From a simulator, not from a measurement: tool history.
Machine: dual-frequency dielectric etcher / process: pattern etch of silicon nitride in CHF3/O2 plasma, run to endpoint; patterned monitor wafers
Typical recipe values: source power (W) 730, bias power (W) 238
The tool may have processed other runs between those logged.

run   hour  source power (W)  bias power (W)  incoming incoming film thickness, nm  endpoint time (s)
  1      0               730             238                                 102.1               56.9
  2    8.5               730             238                                 101.9               56.7
  3     21               730             238                                 101.5               57.1
  4   35.7               730             238                                 102.3               57.1
  5   48.6               730             238                                 102.1               56.9
  6     96               730             238                                 103.1               57.8
  7   96.3               730             238                                 102.2               56.9
  8   96.6               730             204                                 103.4               60.6
  9     97               800             238                                 101.6               54.5
 10    110               730             238                                   102               56.5
 11  125.5               730             202                                 102.3               59.7
 12  141.9               820             238                                 102.1                 54
 13    151               730             238                                 102.6               56.9
 14    167               610             273                                 101.1               58.2
 15  177.8               730             238                                 102.8               57.5
 16  192.3               610             291                                 102.4               57.4
 17  208.6               860             267                                 102.4               51.4

Between the runs listed above, the log contained 4 entries, not reproduced here. Where in the sequence does each belong, and how does what the log doesn't record of the tool's condition differ from the listed run before to the listed run after?
Logged between run 5 and run 6: bias power generator calibrated (hour 74.8); upper electrode replaced (hour 89.4); wet clean of the chamber (hour 95.5)
  no hidden state differs between the two runs
Logged between run 10 and run 11: source power generator calibrated (hour 114.5)
  no hidden state differs between the two runs

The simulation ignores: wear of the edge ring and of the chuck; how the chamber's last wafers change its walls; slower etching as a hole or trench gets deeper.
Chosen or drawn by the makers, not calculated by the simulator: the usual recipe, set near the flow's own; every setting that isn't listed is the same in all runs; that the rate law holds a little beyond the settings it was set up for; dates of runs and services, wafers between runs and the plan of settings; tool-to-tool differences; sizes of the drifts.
